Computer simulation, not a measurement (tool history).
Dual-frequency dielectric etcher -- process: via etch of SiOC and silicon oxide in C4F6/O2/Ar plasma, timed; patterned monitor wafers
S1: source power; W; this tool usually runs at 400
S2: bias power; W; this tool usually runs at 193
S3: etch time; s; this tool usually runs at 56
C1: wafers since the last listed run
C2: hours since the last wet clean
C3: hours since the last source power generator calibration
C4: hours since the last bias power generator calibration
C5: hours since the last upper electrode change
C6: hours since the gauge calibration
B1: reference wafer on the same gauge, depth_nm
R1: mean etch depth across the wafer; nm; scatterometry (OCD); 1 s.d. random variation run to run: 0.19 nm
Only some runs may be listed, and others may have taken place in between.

run    hour   S1   S2    S3    C1     C2      C3      C4      C5      C6    B1    R1
  1       0  400  193    43     0   27.2  2743.3  2842.1    3486  2056.9    61    57
       58.6  -- upper electrode replaced
  2    65.2  400  205    52   330   92.4  2808.5  2907.3     6.6  2122.1    61  70.4
  3   103.5  400  205    52   307  130.7  2846.8  2945.6    44.9  2160.4    61  70.2
  4   159.2  400  193    56   447  186.4  2902.5  3001.3   100.6  2216.1    61  74.8
  5   211.2  470  193    56   417  238.4  2954.5  3053.3   152.6  2268.1    61  78.2
  6   255.2  470  193    56   353  282.4  2998.5  3097.3   196.6  2312.1    61  78.2
  7   310.6  470  193    56   444  337.8  3053.9  3152.7     252  2367.5    61    78
      390.2  -- wet clean of the chamber
  8   390.7  400  193    56   450    0.5    3134  3232.8   332.1  2447.6    61  74.5
      443.6  -- bias power generator calibrated
  9   444.1  400  193    56   396   53.9  3187.4     0.5   385.5    2501    61  74.2
 10   469.5  400  193    56   203   79.3  3212.8    25.9   410.9  2526.4    61  74.5
 11   534.2  400  193    43   519    144  3277.5    90.6   475.6  2591.1    61  57.4
 12   591.7  400  193    56   461  201.5    3335   148.1   533.1  2648.6    61  74.9
 13   749.1  400  193    56  1263  358.9  3492.4   305.5   690.5    2806    61  75.1
 14   782.9  320  230    56   271  392.7  3526.2   339.3   724.3  2839.8    61  74.5
 15   829.6  480  193    56   374  439.4  3572.9     386     771  2886.5    61    79
      854.7  -- wet clean of the chamber
      865.6  -- source power generator calibrated
 16   900.4  400  193    56   343   45.7    34.8   456.8   841.8  2957.3    61  73.4
      904.2  -- gauge calibrated
 17     972  350  193    56   574  117.3   106.4   528.4   913.4    67.8    61  70.7
 18  1040.5  360  160  63.5   549  185.8   174.9   596.9   981.9   136.3    61  76.3
 19    1097  330  235    56   453  242.3   231.4   653.4  1038.4   192.8    61  74.3
 20  1140.1  440  193    56   345  285.4   274.5   696.5  1081.5   235.9    61  75.6
 21  1196.7  430  237  70.5   454    342   331.1   753.1  1138.1   292.5  60.9   101
 22  1235.5  400  193    56   311  380.8   369.9   791.9  1176.9   331.3    61  73.8
 23  1269.4  360  193    71   272  414.7   403.8   825.8  1210.8   365.2    61  90.5
 24  1310.4  400  193    56   329  455.7   444.8   866.8  1251.8   406.2    61  73.5
 25  1334.6  400  193    56   194  479.9     469     891    1276   430.4    61  73.4
     1361.3  -- wet clean of the chamber
 26  1402.5  490  163    73   352   41.2   536.9   958.9  1343.9   498.3    61  96.3
 27  1432.9  400  193  66.5   244   71.6   567.3   989.3  1374.3   528.7    61  87.5
 28  1495.3  480  163    73   500    134   629.7  1051.7  1436.7   591.1    61  95.8
 29  1526.3  490  212    65   248    165   660.7  1082.7  1467.7   622.1    61  93.4
 30  1589.4  370  193    40   506  228.1   723.8  1145.8  1530.8   685.2    61  51.5
 31  1652.3  400  225    56   504    291   786.7  1208.7  1593.7   748.1    61  77.5

A few steps of R1 between consecutive runs. Split each: what settings, incoming material and random variation would produce without the hidden state, and what is left over for the hidden state, along with gauge scatter present in only one of the two compared results (measured, and without hidden state):
What the log doesn't record here: etch rate over this chamber's usual, %; source power that arrives over what is set, %; bias power that arrives over what is set, %; gauge reads high (%).
Run 1 -> 2: S2 193 -> 205, S3 43 -> 52, upper electrode replaced. R1 +13.4 nm: hidden state +0.2, all else +13.2.
Run 10 -> 11: S3 56 -> 43. R1 -17.1 nm: hidden state -0.2, all else -16.9.
Run 15 -> 16: S1 480 -> 400, wet clean of the chamber, source power generator calibrated. R1 -5.6 nm: hidden state -1.5, all else -4.1.
Run 21 -> 22: S1 430 -> 400, S2 237 -> 193, S3 70.5 -> 56. R1 -27.2 nm: hidden state +0, all else -27.2.
Run 29 -> 30: S1 490 -> 370, S2 212 -> 193, S3 65 -> 40. R1 -41.9 nm: hidden state +0.1, all else -42.
Run 30 -> 31: S1 370 -> 400, S2 193 -> 225, S3 40 -> 56. R1 +26 nm: hidden state +0, all else +26.

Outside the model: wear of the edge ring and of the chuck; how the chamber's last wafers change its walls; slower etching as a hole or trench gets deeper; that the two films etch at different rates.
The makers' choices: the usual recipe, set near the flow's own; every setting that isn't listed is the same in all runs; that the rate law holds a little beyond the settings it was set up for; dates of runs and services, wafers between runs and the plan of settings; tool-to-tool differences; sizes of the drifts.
